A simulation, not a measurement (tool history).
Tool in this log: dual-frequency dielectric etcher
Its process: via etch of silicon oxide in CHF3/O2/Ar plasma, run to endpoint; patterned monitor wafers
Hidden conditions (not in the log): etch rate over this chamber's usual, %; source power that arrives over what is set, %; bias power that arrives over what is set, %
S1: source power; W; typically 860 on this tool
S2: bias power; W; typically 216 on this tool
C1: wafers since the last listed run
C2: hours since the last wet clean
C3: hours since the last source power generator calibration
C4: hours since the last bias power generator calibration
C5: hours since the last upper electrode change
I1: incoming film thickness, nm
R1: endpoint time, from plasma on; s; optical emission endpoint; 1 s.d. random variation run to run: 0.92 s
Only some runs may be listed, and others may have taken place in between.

Run 1, hour 0: usual settings but S2 228 W; C1 0; C2 309.1; C3 1303.7; C4 2124.4; C5 2719.1; I1 686.6. Result: R1 297.7 s.
Run 2, hour 22.4: usual settings but S2 228 W; C1 126; C2 331.5; C3 1326.1; C4 2146.8; C5 2741.5; I1 680.6. Result: R1 294.6 s.
Run 3, hour 58.3: usual settings; C1 203; C2 367.4; C3 1362; C4 2182.7; C5 2777.4; I1 682.4. Result: R1 302.2 s.
Run 4, hour 72.7: usual settings; C1 81; C2 381.8; C3 1376.4; C4 2197.1; C5 2791.8; I1 684. Result: R1 301.6 s.
At hour 111.5: wet clean of the chamber.
Run 5, hour 112: usual settings; C1 86; C2 0.5; C3 1415.7; C4 2236.4; C5 2831.1; I1 684.1. Result: R1 311.3 s.
Run 6, hour 115.2: usual settings but S1 790 W, S2 202 W; C1 18; C2 3.7; C3 1418.9; C4 2239.6; C5 2834.3; I1 683.5. Result: R1 329.3 s.
Run 7, hour 131.3: usual settings but S1 790 W, S2 202 W; C1 91; C2 19.8; C3 1435; C4 2255.7; C5 2850.4; I1 677. Result: R1 326.2 s.
Run 8, hour 154.8: usual settings; C1 133; C2 43.3; C3 1458.5; C4 2279.2; C5 2873.9; I1 674.7. Result: R1 306.9 s.
Run 9, hour 182.7: usual settings; C1 158; C2 71.2; C3 1486.4; C4 2307.1; C5 2901.8; I1 682.5. Result: R1 310.1 s.
At hour 189.2: source power generator calibrated.
Run 10, hour 208.9: usual settings but S1 720 W; C1 125; C2 97.4; C3 19.7; C4 2333.3; C5 2928; I1 677.9. Result: R1 320.3 s.
Run 11, hour 244: usual settings; C1 198; C2 132.5; C3 54.8; C4 2368.4; C5 2963.1; I1 683.7. Result: R1 302.7 s.
Run 12, hour 271.3: usual settings; C1 154; C2 159.8; C3 82.1; C4 2395.7; C5 2990.4; I1 678.9. Result: R1 301.4 s.
Run 13, hour 304.2: usual settings but S1 660 W, S2 173 W; C1 186; C2 192.7; C3 115; C4 2428.6; C5 3023.3; I1 678.9. Result: R1 366.2 s.
Run 14, hour 327: usual settings; C1 129; C2 215.5; C3 137.8; C4 2451.4; C5 3046.1; I1 681.4. Result: R1 302.7 s.
Run 15, hour 359.5: usual settings but S1 660 W, S2 173 W; C1 184; C2 248; C3 170.3; C4 2483.9; C5 3078.6; I1 682.2. Result: R1 365.6 s.
Run 16, hour 377.8: usual settings but S2 176 W; C1 103; C2 266.3; C3 188.6; C4 2502.2; C5 3096.9; I1 677.9. Result: R1 325.7 s.
At hour 412.3: upper electrode replaced.
Run 17, hour 412.8: usual settings but S1 920 W; C1 62; C2 301.3; C3 223.6; C4 2537.2; C5 0.5; I1 673.6. Result: R1 289.8 s.
Run 18, hour 418: usual settings; C1 29; C2 306.5; C3 228.8; C4 2542.4; C5 5.7; I1 681.2. Result: R1 299.1 s.
Run 19, hour 433.1: usual settings but S1 750 W; C1 85; C2 321.6; C3 243.9; C4 2557.5; C5 20.8; I1 680.6. Result: R1 315.7 s.
Run 20, hour 447.3: usual settings but S1 970 W; C1 80; C2 335.8; C3 258.1; C4 2571.7; C5 35; I1 679.6. Result: R1 285.6 s.
Run 21, hour 464.3: usual settings but S1 920 W, S2 244 W; C1 96; C2 352.8; C3 275.1; C4 2588.7; C5 52; I1 678.2. Result: R1 276.4 s.
Run 22, hour 499.2: usual settings but S1 990 W, S2 250 W; C1 197; C2 387.7; C3 310; C4 2623.6; C5 86.9; I1 690.1. Result: R1 270.2 s.
Run 23, hour 528.3: usual settings but S1 680 W; C1 164; C2 416.8; C3 339.1; C4 2652.7; C5 116; I1 680.7. Result: R1 324.5 s.
At hour 561.1: bias power generator calibrated.
Run 24, hour 562.5: usual settings; C1 171; C2 451; C3 373.3; C4 1.4; C5 150.2; I1 676.1. Result: R1 294.9 s.
At hour 595.2: wet clean of the chamber.
Run 25, hour 595.7: usual settings but S1 690 W, S2 235 W; C1 52; C2 0.5; C3 406.5; C4 34.6; C5 183.4; I1 679.2. Result: R1 316.3 s.
Run 26, hour 626.5: usual settings but S1 780 W, S2 202 W; C1 174; C2 31.3; C3 437.3; C4 65.4; C5 214.2; I1 674.6. Result: R1 324.9 s.
Run 27, hour 657: usual settings but S1 1040 W, S2 198 W; C1 172; C2 61.8; C3 467.8; C4 95.9; C5 244.7; I1 681.7. Result: R1 296.3 s.
Run 28, hour 686.8: usual settings but S1 710 W, S2 242 W; C1 168; C2 91.6; C3 497.6; C4 125.7; C5 274.5; I1 678.7. Result: R1 309 s.
Run 29, hour 716.7: usual settings but S1 670 W, S2 193 W; C1 169; C2 121.5; C3 527.5; C4 155.6; C5 304.4; I1 672.9. Result: R1 346.6 s.
Run 30, hour 735.4: usual settings; C1 105; C2 140.2; C3 546.2; C4 174.3; C5 323.1; I1 686.9. Result: R1 305.9 s.
Run 31, hour 749: usual settings but S1 760 W, S2 179 W; C1 77; C2 153.8; C3 559.8; C4 187.9; C5 336.7; I1 682.3. Result: R1 346.9 s.
Run 32, hour 784.6: usual settings but S1 710 W, S2 202 W; C1 201; C2 189.4; C3 595.4; C4 223.5; C5 372.3; I1 675.7. Result: R1 329.5 s.
Run 33, hour 807.4: usual settings; C1 129; C2 212.2; C3 618.2; C4 246.3; C5 395.1; I1 679.4. Result: R1 303 s.
Run 34, hour 836.5: usual settings but S1 1000 W, S2 171 W; C1 164; C2 241.3; C3 647.3; C4 275.4; C5 424.2; I1 680.7. Result: R1 319.2 s.

List, for all runs, the conditions of the tool that the log does not record:
bias power that arrives over what is set, %: 0 in every run
H1: etch rate over this chamber's usual, %
H2: source power that arrives over what is set, %
run      H1       H2
  1    2.23    -2.66
  2    2.37    -2.76
  3     2.6    -2.92
  4    2.69    -2.99
  5  -0.245    -3.17
  6  -0.225    -3.18
  7  -0.124    -3.26
  8  0.0236    -3.37
  9   0.199    -3.51
 10   0.363    0.363
 11   0.583    0.359
 12   0.755    0.353
 13   0.961    0.342
 14     1.1    0.332
 15    1.31    0.315
 16    1.42    0.304
 17    1.64     0.28
 18    1.67    0.276
 19    1.77    0.264
 20    1.86    0.253
 21    1.97    0.237
 22    2.18    0.203
 23    2.37    0.172
 24    2.58    0.131
 25  -0.519   0.0879
 26  -0.326   0.0445
 27  -0.135  -0.0016
 28  0.0522  -0.0496
 29    0.24   -0.101
 30   0.357   -0.134
 31   0.442   -0.159
 32   0.666   -0.228
 33   0.809   -0.274
 34   0.991   -0.336
